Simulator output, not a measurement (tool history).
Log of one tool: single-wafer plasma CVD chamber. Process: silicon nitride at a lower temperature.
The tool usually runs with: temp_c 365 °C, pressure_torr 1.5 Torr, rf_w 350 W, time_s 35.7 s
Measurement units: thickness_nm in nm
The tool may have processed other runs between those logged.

run    hour  temp_c  pressure_torr  rf_w  time_s  read-back reference wafer on the same gauge, thickness_nm  thickness_nm
  1       0     365            1.5   350    35.7                                                     44.172        42.404
  2    79.5     365            1.5   350    35.7                                                      44.25        42.387
  3   181.8     373            1.5   350    35.7                                                     44.234        41.999
      213.7  -- gauge calibrated
  4   236.1     373            1.5   350    35.7                                                     44.246        41.859
  5   293.4     365           1.22   350    31.1                                                     44.216         35.29
      338.3  -- RF generator calibrated
  6   362.3     369           1.31   285    35.7                                                      44.18        36.476
      456.7  -- showerhead replaced, of another model than before
  7   457.2     365            1.5   350    35.7                                                     44.138        43.222
  8     534     365           1.17   350    42.3                                                     44.277        48.926
  9   622.6     365            1.5   350      40                                                     44.243        48.016
 10   685.5     353            1.8   350    42.1                                                     44.186        52.455
 11   742.4     365           1.33   350    35.7                                                     44.168        42.208
 12   835.8     372           1.37   420    39.3                                                     44.187        53.814
 13   911.6     365            1.5   350    33.5                                                     44.191        39.903
 14     960     359           1.66   350    35.7                                                     44.175        43.476
 15  1067.7     361            1.5   350    35.7                                                     44.221        42.522
 16    1112     365            1.5   350    35.7                                                     44.077        42.378
 17  1183.3     365           1.77   350    35.7                                                     44.248        43.623
     1259.9  -- capacitance manometer re-zeroed and calibrated
 18  1457.5     365            1.5   415    38.3                                                     44.195        52.276
 19    1553     365            1.5   350    35.7                                                     44.209        42.274
 20  1627.6     365            1.5   350    35.7                                                     44.142        42.586
 21  1684.6     354            1.5   410    35.7                                                     44.174        48.345
 22  1769.9     365           1.75   350    35.7                                                     44.182        42.917
 23  1817.7     365           1.33   350    30.8                                                      44.15        35.483
 24  1896.7     359           1.77   385    35.7                                                     44.185         46.69
 25  1979.6     375            1.5   405    32.1                                                     44.178        42.191
 26  2053.7     370           1.26   350    35.7                                                     44.136        40.826
 27  2111.7     365            1.5   350    35.7                                                     44.172        41.834
 28  2176.9     365            1.5   350    37.4                                                     44.264        43.881

Each row is a separate what-if for the run after 28, all from the same tool condition, not one after another. Results?
  A  2177.3     378            1.5   350    35.7                                                          ?             ?
  B  2177.3     365           1.67   350    35.7                                                          ?             ?
  C  2177.3     360           1.37   350      38                                                          ?             ?
  D  2177.3     365            1.5   410    30.1                                                          ?             ?

run  read-back reference wafer on the same gauge, thickness_nm  thickness_nm
  A                                                     44.127        41.896
  B                                                     44.127        42.914
  C                                                     44.127        44.289
  D                                                     44.127         40.52
Stripped of hidden state, with their random variation kept, the same runs would have yielded:
run  thickness_nm
  A         43.82
  B        44.885
  C        46.323
  D        42.247

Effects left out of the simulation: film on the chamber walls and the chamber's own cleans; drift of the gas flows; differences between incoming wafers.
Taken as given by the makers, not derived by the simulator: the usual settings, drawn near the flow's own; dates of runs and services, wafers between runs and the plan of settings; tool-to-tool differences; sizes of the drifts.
